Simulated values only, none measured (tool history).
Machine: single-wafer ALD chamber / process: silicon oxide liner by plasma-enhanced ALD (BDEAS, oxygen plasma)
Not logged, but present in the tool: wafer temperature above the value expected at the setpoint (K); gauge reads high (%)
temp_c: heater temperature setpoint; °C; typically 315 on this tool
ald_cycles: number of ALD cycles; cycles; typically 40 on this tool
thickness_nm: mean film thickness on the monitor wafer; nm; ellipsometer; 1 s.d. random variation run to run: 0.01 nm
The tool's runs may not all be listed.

run,hour,temp_c,ald_cycles,wafers since the last listed run,hours since the last thermocouple change,hours since the gauge calibration,"read-back reference wafer on the same gauge, thickness_nm",thickness_nm
1,0.0,326,44,0,401.4,733.4,4.416,4.351
2,104.6,326,44,1224,506.0,838.0,4.414,4.366
3,210.5,315,40,1239,611.9,943.9,4.412,4.020
4,353.6,315,40,1675,755.0,1087.0,4.402,4.007
5,431.8,315,40,915,833.2,1165.2,4.400,4.033
6,530.0,315,40,1149,931.4,1263.4,4.400,3.999
7,609.5,315,40,930,1010.9,1342.9,4.398,4.020
8,716.0,315,40,1246,1117.4,1449.4,4.389,3.997
9,752.4,315,40,426,1153.8,1485.8,4.387,4.014
10,835.0,315,40,967,1236.4,1568.4,4.388,4.014
11,874.8,315,40,465,1276.2,1608.2,4.392,4.004
12,978.5,310,43,1214,1379.9,1711.9,4.379,4.326
13,1021.2,310,43,499,1422.6,1754.6,4.379,4.321
# hour 1057.1: gauge calibrated
14,1105.1,315,40,982,1506.5,48.0,4.432,4.052
15,1206.1,304,40,1182,1607.5,149.0,4.427,4.109
16,1245.9,315,46,465,1647.3,188.8,4.426,4.637
17,1312.1,302,46,775,1713.5,255.0,4.428,4.722
# hour 1352.9: thermocouple changed; heater temperature recalibrated
18,1354.4,323,33,401,1.5,297.3,4.425,3.297
19,1405.2,315,40,594,52.3,348.1,4.416,4.033
20,1469.2,328,42,749,116.3,412.1,4.424,4.157
21,1554.6,315,33,999,201.7,497.5,4.415,3.330
22,1631.1,320,40,895,278.2,574.0,4.410,4.017
23,1676.2,307,34,528,323.3,619.1,4.412,3.460
24,1729.1,315,40,619,376.2,672.0,4.410,4.015
25,1803.4,315,40,869,450.5,746.3,4.413,4.031
26,1891.6,321,40,1032,538.7,834.5,4.410,3.980
27,1958.8,329,33,786,605.9,901.7,4.406,3.260

Here are 4 independent what-if runs from the current tool condition. What would each one return?
A,1959.3,315,35,5,606.4,902.2,?,?
B,1959.3,302,40,5,606.4,902.2,?,?
C,1959.3,315,37,5,606.4,902.2,?,?
D,1959.3,309,34,5,606.4,902.2,?,?

run,"read-back reference wafer on the same gauge, thickness_nm",thickness_nm
A,4.409,3.520
B,4.409,4.089
C,4.409,3.722
D,4.409,3.446
The same runs, with their run-to-run variation unchanged, on a tool lacking any hidden condition would have given:
run,thickness_nm
A,3.547
B,4.120
C,3.750
D,3.472

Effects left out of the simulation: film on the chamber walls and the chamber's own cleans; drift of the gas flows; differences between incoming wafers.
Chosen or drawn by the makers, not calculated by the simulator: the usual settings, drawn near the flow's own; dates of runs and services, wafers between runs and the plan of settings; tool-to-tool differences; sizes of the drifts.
